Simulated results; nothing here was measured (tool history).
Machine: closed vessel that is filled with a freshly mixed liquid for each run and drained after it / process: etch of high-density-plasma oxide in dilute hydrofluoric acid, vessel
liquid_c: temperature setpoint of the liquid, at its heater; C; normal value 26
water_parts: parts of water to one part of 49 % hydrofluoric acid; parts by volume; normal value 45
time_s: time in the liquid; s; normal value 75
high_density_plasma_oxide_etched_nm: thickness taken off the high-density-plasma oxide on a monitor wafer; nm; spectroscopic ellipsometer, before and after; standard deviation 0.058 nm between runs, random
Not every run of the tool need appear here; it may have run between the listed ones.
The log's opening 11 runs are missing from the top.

run   hour  liquid_c  water_parts  time_s  wafers since the last listed run  hours since the thermometer was replaced  hours since the hydrofluoric acid flow meter was replaced  hours since the gauge calibration  read-back film thickness of the high-density-plasma oxide reference wafer, read on the same gauge (nm)  high_density_plasma_oxide_etched_nm
 12  130.7        26           45      75                              1674                                    2472.6                                                       1169                              138.3                                                                                                   80.02                                12.01
 13  142.2        26           45      75                              1385                                    2484.1                                                     1180.5                              149.8                                                                                                   79.99                                12.05
     147.8  -- hydrofluoric acid flow meter replaced
 14  149.2        26           45      75                               722                                    2491.1                                                        1.4                              156.8                                                                                                   80.01                                13.14
 15  159.6        26           45      75                              1252                                    2501.5                                                       11.8                              167.2                                                                                                   80.01                                 13.1
 16  176.5      30.5           40      40                              2035                                    2518.4                                                       28.7                              184.1                                                                                                   80.02                                 9.45
 17  194.1        26           30      75                              2120                                      2536                                                       46.3                              201.7                                                                                                   79.99                                   20
 18  206.4        26           65      75                              1481                                    2548.3                                                       58.6                                214                                                                                                   80.01                                 8.78
 19  213.1        26           45      75                               807                                      2555                                                       65.3                              220.7                                                                                                   79.99                                12.94
     219.5  -- gauge calibrated
 20  221.3        26           45      75                               987                                    2563.2                                                       73.5                                1.8                                                                                                   80.01                                13.02
 21  238.2        26           45      75                              2035                                    2580.1                                                       90.4                               18.7                                                                                                   79.97                                12.99
 22  252.5        26           45      75                              1722                                    2594.4                                                      104.7                                 33                                                                                                   80.01                                13.03
     255.8  -- thermometer replaced
 23  261.5        31           30      50                               963                                       5.7                                                      113.7                                 42                                                                                                   80.04                                16.15
 24  271.5        26           45      75                              1204                                      15.7                                                      123.7                                 52                                                                                                      80                                13.03
 25  279.7      22.5           45      75                               987                                      23.9                                                      131.9                               60.2                                                                                                   80.03                                11.18
 26  296.4        26           45      75                              2011                                      40.6                                                      148.6                               76.9                                                                                                   79.98                                12.96
 27  314.4        30           25      60                              2168                                      58.6                                                      166.6                               94.9                                                                                                   80.01                                22.64
 28  329.4        29           60      75                              1806                                      73.6                                                      181.6                              109.9                                                                                                   80.01                                10.74
 29  343.1        26           55      40                              1650                                      87.3                                                      195.3                              123.6                                                                                                   80.02                                 5.56
 30  350.1      24.5           60      75                               843                                      94.3                                                      202.3                              130.6                                                                                                   80.02                                 8.91
 31  367.5        28           45      75                              2096                                     111.7                                                      219.7                                148                                                                                                      80                                   14

Alternative continuations, all from the tool just after run 31; predict every row:
  A  368.2        26           45      75                                84                                     112.4                                                      220.4                              148.7                                                                                                       ?                                    ?
  B  368.2        26           55      90                                84                                     112.4                                                      220.4                              148.7                                                                                                       ?                                    ?
  C  368.2      27.5           45      90                                84                                     112.4                                                      220.4                              148.7                                                                                                       ?                                    ?
  D  368.2        26           60      75                                84                                     112.4                                                      220.4                              148.7                                                                                                       ?                                    ?

run  read-back film thickness of the high-density-plasma oxide reference wafer, read on the same gauge (nm)  high_density_plasma_oxide_etched_nm
  A                                                                                                   80.03                                12.85
  B                                                                                                   80.03                                12.44
  C                                                                                                   80.03                                16.38
  D                                                                                                   80.03                                 9.43
What these runs would have given with no unlogged condition in the tool:
run  high_density_plasma_oxide_etched_nm
  A                                13.16
  B                                12.75
  C                                16.79
  D                                 9.67
